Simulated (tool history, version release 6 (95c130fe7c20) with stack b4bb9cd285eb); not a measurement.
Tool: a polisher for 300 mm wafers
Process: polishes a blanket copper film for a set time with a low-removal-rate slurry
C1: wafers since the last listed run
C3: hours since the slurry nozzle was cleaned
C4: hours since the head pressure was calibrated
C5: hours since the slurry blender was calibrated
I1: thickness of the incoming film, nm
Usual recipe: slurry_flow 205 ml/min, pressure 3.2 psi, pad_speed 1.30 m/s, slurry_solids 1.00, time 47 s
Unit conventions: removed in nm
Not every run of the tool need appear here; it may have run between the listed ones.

run 1 hour=0.0 | slurry_flow=205 pressure=3.2 pad_speed=1.30 slurry_solids=1.00 time=47 | C1=0 wafers_polished_on_this_pad=315 C3=86.6 C4=439.6 C5=200.5 | I1=1570.8 | removed=229.9
run 2 hour=14.4 | slurry_flow=205 pressure=3.2 pad_speed=1.30 slurry_solids=1.00 time=47 | C1=168 wafers_polished_on_this_pad=483 C3=101.0 C4=454.0 C5=214.9 | I1=1601.8 | removed=230.7
run 3 hour=44.6 | slurry_flow=205 pressure=2.4 pad_speed=1.30 slurry_solids=1.00 time=54 | C1=352 wafers_polished_on_this_pad=836 C3=131.2 C4=484.2 C5=245.1 | I1=1598.6 | removed=221.5
-- hour=71.7 head pressure recalibrated
run 4 hour=72.2 | slurry_flow=205 pressure=2.4 pad_speed=1.30 slurry_solids=1.00 time=54 | C1=299 wafers_polished_on_this_pad=1135 C3=158.8 C4=0.5 C5=272.7 | I1=1587.4 | removed=224.6
run 5 hour=97.4 | slurry_flow=205 pressure=3.2 pad_speed=1.62 slurry_solids=1.00 time=47 | C1=294 wafers_polished_on_this_pad=1429 C3=184.0 C4=25.7 C5=297.9 | I1=1583.6 | removed=290.4
run 6 hour=127.0 | slurry_flow=205 pressure=3.2 pad_speed=1.30 slurry_solids=1.00 time=59 | C1=345 wafers_polished_on_this_pad=1775 C3=213.6 C4=55.3 C5=327.5 | I1=1593.7 | removed=289.6
run 7 hour=158.3 | slurry_flow=205 pressure=3.2 pad_speed=1.30 slurry_solids=1.00 time=59 | C1=365 wafers_polished_on_this_pad=2141 C3=244.9 C4=86.6 C5=358.8 | I1=1607.2 | removed=288.9
run 8 hour=188.0 | slurry_flow=205 pressure=3.2 pad_speed=1.30 slurry_solids=1.00 time=47 | C1=346 wafers_polished_on_this_pad=2488 C3=274.6 C4=116.3 C5=388.5 | I1=1582.5 | removed=232.3
-- hour=194.9 worn pad replaced by a new one
run 9 hour=200.7 | slurry_flow=205 pressure=3.2 pad_speed=1.30 slurry_solids=1.00 time=47 | C1=101 wafers_polished_on_this_pad=67 C3=287.3 C4=129.0 C5=401.2 | I1=1587.8 | removed=228.4
run 10 hour=216.6 | slurry_flow=205 pressure=3.2 pad_speed=1.30 slurry_solids=1.00 time=47 | C1=185 wafers_polished_on_this_pad=253 C3=303.2 C4=144.9 C5=417.1 | I1=1554.2 | removed=233.4
-- hour=225.0 slurry blender recalibrated
run 11 hour=229.6 | slurry_flow=205 pressure=3.2 pad_speed=1.30 slurry_solids=1.00 time=47 | C1=128 wafers_polished_on_this_pad=381 C3=316.2 C4=157.9 C5=4.6 | I1=1575.9 | removed=227.7
run 12 hour=251.3 | slurry_flow=205 pressure=3.2 pad_speed=1.30 slurry_solids=1.00 time=47 | C1=253 wafers_polished_on_this_pad=635 C3=337.9 C4=179.6 C5=26.3 | I1=1576.5 | removed=228.8
run 13 hour=267.4 | slurry_flow=205 pressure=3.2 pad_speed=1.30 slurry_solids=1.00 time=47 | C1=188 wafers_polished_on_this_pad=823 C3=354.0 C4=195.7 C5=42.4 | I1=1576.2 | removed=230.6
run 14 hour=286.1 | slurry_flow=205 pressure=3.2 pad_speed=0.88 slurry_solids=1.00 time=47 | C1=218 wafers_polished_on_this_pad=1042 C3=372.7 C4=214.4 C5=61.1 | I1=1599.0 | removed=157.5
run 15 hour=299.2 | slurry_flow=205 pressure=3.2 pad_speed=1.30 slurry_solids=1.00 time=47 | C1=153 wafers_polished_on_this_pad=1195 C3=385.8 C4=227.5 C5=74.2 | I1=1599.3 | removed=230.9
run 16 hour=330.6 | slurry_flow=205 pressure=3.2 pad_speed=1.30 slurry_solids=1.00 time=47 | C1=366 wafers_polished_on_this_pad=1561 C3=417.2 C4=258.9 C5=105.6 | I1=1608.6 | removed=229.7
run 17 hour=361.6 | slurry_flow=205 pressure=3.2 pad_speed=1.30 slurry_solids=1.00 time=47 | C1=362 wafers_polished_on_this_pad=1924 C3=448.2 C4=289.9 C5=136.6 | I1=1591.9 | removed=233.3
-- hour=366.2 worn pad replaced by a new one
-- hour=368.4 slurry nozzle cleaned
run 18 hour=374.2 | slurry_flow=205 pressure=3.2 pad_speed=1.58 slurry_solids=1.00 time=34 | C1=88 wafers_polished_on_this_pad=81 C3=5.8 C4=302.5 C5=149.2 | I1=1564.6 | removed=205.3
run 19 hour=408.8 | slurry_flow=225 pressure=3.7 pad_speed=1.74 slurry_solids=1.00 time=41 | C1=404 wafers_polished_on_this_pad=485 C3=40.4 C4=337.1 C5=183.8 | I1=1608.7 | removed=299.2
run 20 hour=423.2 | slurry_flow=205 pressure=3.2 pad_speed=1.30 slurry_solids=1.00 time=47 | C1=168 wafers_polished_on_this_pad=653 C3=54.8 C4=351.5 C5=198.2 | I1=1604.0 | removed=228.0
run 21 hour=507.4 | slurry_flow=145 pressure=3.2 pad_speed=1.30 slurry_solids=1.00 time=53 | C1=983 wafers_polished_on_this_pad=1637 C3=139.0 C4=435.7 C5=282.4 | I1=1584.9 | removed=243.0
run 22 hour=524.9 | slurry_flow=205 pressure=3.2 pad_speed=1.30 slurry_solids=0.85 time=47 | C1=204 wafers_polished_on_this_pad=1842 C3=156.5 C4=453.2 C5=299.9 | I1=1569.8 | removed=221.1
run 23 hour=552.7 | slurry_flow=205 pressure=3.2 pad_speed=1.00 slurry_solids=1.00 time=35 | C1=324 wafers_polished_on_this_pad=2166 C3=184.3 C4=481.0 C5=327.7 | I1=1587.1 | removed=132.2
-- hour=562.3 worn pad replaced by a new one
run 24 hour=566.9 | slurry_flow=260 pressure=2.2 pad_speed=1.56 slurry_solids=1.20 time=47 | C1=119 wafers_polished_on_this_pad=54 C3=198.5 C4=495.2 C5=341.9 | I1=1563.1 | removed=238.6
run 25 hour=585.2 | slurry_flow=205 pressure=3.2 pad_speed=1.30 slurry_solids=1.00 time=47 | C1=213 wafers_polished_on_this_pad=268 C3=216.8 C4=513.5 C5=360.2 | I1=1582.4 | removed=231.7
run 26 hour=601.9 | slurry_flow=205 pressure=3.2 pad_speed=1.30 slurry_solids=1.00 time=47 | C1=195 wafers_polished_on_this_pad=463 C3=233.5 C4=530.2 C5=376.9 | I1=1599.7 | removed=230.6
run 27 hour=630.8 | slurry_flow=140 pressure=4.0 pad_speed=1.72 slurry_solids=0.80 time=47 | C1=337 wafers_polished_on_this_pad=800 C3=262.4 C4=559.1 C5=405.8 | I1=1596.1 | removed=313.1
run 28 hour=653.3 | slurry_flow=205 pressure=2.7 pad_speed=1.66 slurry_solids=1.00 time=47 | C1=262 wafers_polished_on_this_pad=1063 C3=284.9 C4=581.6 C5=428.3 | I1=1592.3 | removed=265.8
-- hour=660.6 slurry blender recalibrated
-- hour=675.3 head pressure recalibrated
run 29 hour=681.0 | slurry_flow=205 pressure=3.2 pad_speed=1.30 slurry_solids=1.00 time=47 | C1=276 wafers_polished_on_this_pad=1340 C3=312.6 C4=5.7 C5=20.4 | I1=1606.2 | removed=231.0
run 30 hour=702.5 | slurry_flow=235 pressure=3.2 pad_speed=1.30 slurry_solids=1.00 time=47 | C1=251 wafers_polished_on_this_pad=1591 C3=334.1 C4=27.2 C5=41.9 | I1=1577.9 | removed=239.4
run 31 hour=725.4 | slurry_flow=205 pressure=2.2 pad_speed=1.30 slurry_solids=1.00 time=47 | C1=267 wafers_polished_on_this_pad=1859 C3=357.0 C4=50.1 C5=64.8 | I1=1595.6 | removed=183.5

Predict each of these 3 candidate next runs independently; none follows another, all start after run 31:
run A hour=725.8 | slurry_flow=170 pressure=3.2 pad_speed=1.30 slurry_solids=1.00 time=47 | C1=4 wafers_polished_on_this_pad=1863 C3=357.4 C4=50.5 C5=65.2 | I1=1566.1 | removed=?
run B hour=725.8 | slurry_flow=205 pressure=3.2 pad_speed=1.30 slurry_solids=1.15 time=47 | C1=4 wafers_polished_on_this_pad=1863 C3=357.4 C4=50.5 C5=65.2 | I1=1566.1 | removed=?
run C hour=725.8 | slurry_flow=205 pressure=3.2 pad_speed=1.30 slurry_solids=1.25 time=47 | C1=4 wafers_polished_on_this_pad=1863 C3=357.4 C4=50.5 C5=65.2 | I1=1566.1 | removed=?

run=A removed=220.8
run=B removed=235.1
run=C removed=239.8
Without the tool's unlogged condition, the same runs would have read:
run=A removed=220.8
run=B removed=235.1
run=C removed=239.8

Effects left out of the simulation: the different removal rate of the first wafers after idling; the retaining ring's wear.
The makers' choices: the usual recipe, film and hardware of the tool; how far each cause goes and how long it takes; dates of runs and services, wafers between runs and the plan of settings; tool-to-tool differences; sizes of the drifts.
